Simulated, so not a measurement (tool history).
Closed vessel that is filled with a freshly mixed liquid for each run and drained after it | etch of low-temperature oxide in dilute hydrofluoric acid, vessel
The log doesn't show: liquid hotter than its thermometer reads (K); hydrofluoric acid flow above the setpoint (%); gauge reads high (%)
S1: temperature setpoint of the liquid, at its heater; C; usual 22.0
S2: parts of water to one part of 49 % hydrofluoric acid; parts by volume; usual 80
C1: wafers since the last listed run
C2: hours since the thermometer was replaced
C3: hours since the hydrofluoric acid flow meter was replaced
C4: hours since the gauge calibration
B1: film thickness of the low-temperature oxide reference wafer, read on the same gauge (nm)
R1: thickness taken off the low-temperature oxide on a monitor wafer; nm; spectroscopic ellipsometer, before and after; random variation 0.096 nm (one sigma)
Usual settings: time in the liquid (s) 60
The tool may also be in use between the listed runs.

run 1 hour=0.0 | S1=22.0 S2=80 time_in_the_liquid_(s)=60 | C1=0 C2=2334.2 C3=752.0 C4=356.2 | B1=99.99 | R1=23.29
run 2 hour=30.6 | S1=22.0 S2=80 time_in_the_liquid_(s)=60 | C1=3032 C2=2364.8 C3=782.6 C4=386.8 | B1=99.99 | R1=23.32
run 3 hour=137.7 | S1=22.0 S2=80 time_in_the_liquid_(s)=60 | C1=10612 C2=2471.9 C3=889.7 C4=493.9 | B1=100.00 | R1=23.43
run 4 hour=153.1 | S1=22.0 S2=105 time_in_the_liquid_(s)=60 | C1=1526 C2=2487.3 C3=905.1 C4=509.3 | B1=100.01 | R1=17.57
-- hour=164.9 gauge calibrated
run 5 hour=183.8 | S1=22.0 S2=105 time_in_the_liquid_(s)=60 | C1=3042 C2=2518.0 C3=935.8 C4=18.9 | B1=100.00 | R1=17.36
run 6 hour=198.1 | S1=22.0 S2=105 time_in_the_liquid_(s)=60 | C1=1417 C2=2532.3 C3=950.1 C4=33.2 | B1=100.00 | R1=17.56
run 7 hour=218.0 | S1=22.0 S2=80 time_in_the_liquid_(s)=60 | C1=1971 C2=2552.2 C3=970.0 C4=53.1 | B1=99.99 | R1=23.72
run 8 hour=246.9 | S1=22.0 S2=80 time_in_the_liquid_(s)=70 | C1=2863 C2=2581.1 C3=998.9 C4=82.0 | B1=100.00 | R1=27.91
-- hour=265.1 thermometer replaced
run 9 hour=272.5 | S1=20.5 S2=45 time_in_the_liquid_(s)=60 | C1=2437 C2=7.4 C3=1024.5 C4=107.6 | B1=100.00 | R1=41.43
-- hour=307.1 hydrofluoric acid flow meter replaced
run 10 hour=370.2 | S1=22.0 S2=115 time_in_the_liquid_(s)=30 | C1=9582 C2=105.1 C3=63.1 C4=205.3 | B1=100.01 | R1=7.32
run 11 hour=392.1 | S1=23.5 S2=55 time_in_the_liquid_(s)=45 | C1=2170 C2=127.0 C3=85.0 C4=227.2 | B1=99.98 | R1=26.49
run 12 hour=424.4 | S1=22.0 S2=80 time_in_the_liquid_(s)=60 | C1=3200 C2=159.3 C3=117.3 C4=259.5 | B1=99.99 | R1=21.89
run 13 hour=436.6 | S1=22.0 S2=80 time_in_the_liquid_(s)=60 | C1=1208 C2=171.5 C3=129.5 C4=271.7 | B1=100.00 | R1=22.03
run 14 hour=461.8 | S1=22.0 S2=110 time_in_the_liquid_(s)=70 | C1=2497 C2=196.7 C3=154.7 C4=296.9 | B1=100.02 | R1=18.16
run 15 hour=478.0 | S1=22.0 S2=95 time_in_the_liquid_(s)=60 | C1=1605 C2=212.9 C3=170.9 C4=313.1 | B1=100.01 | R1=18.31

4 ways to go on from here, each from the tool as it stands after run 15. What would each give?
run A hour=478.7 | S1=22.0 S2=80 time_in_the_liquid_(s)=60 | C1=69 C2=213.6 C3=171.6 C4=313.8 | B1=? | R1=?
run B hour=478.7 | S1=24.5 S2=45 time_in_the_liquid_(s)=85 | C1=69 C2=213.6 C3=171.6 C4=313.8 | B1=? | R1=?
run C hour=478.7 | S1=24.5 S2=100 time_in_the_liquid_(s)=50 | C1=69 C2=213.6 C3=171.6 C4=313.8 | B1=? | R1=?
run D hour=478.7 | S1=18.5 S2=80 time_in_the_liquid_(s)=95 | C1=69 C2=213.6 C3=171.6 C4=313.8 | B1=? | R1=?

run=A B1=100.01 R1=21.98
run=B B1=100.01 R1=64.08
run=C B1=100.01 R1=15.82
run=D B1=100.01 R1=30.09
Without the tool's hidden state the same runs would have given:
run=A R1=21.33
run=B R1=62.26
run=C R1=15.34
run=D R1=29.21
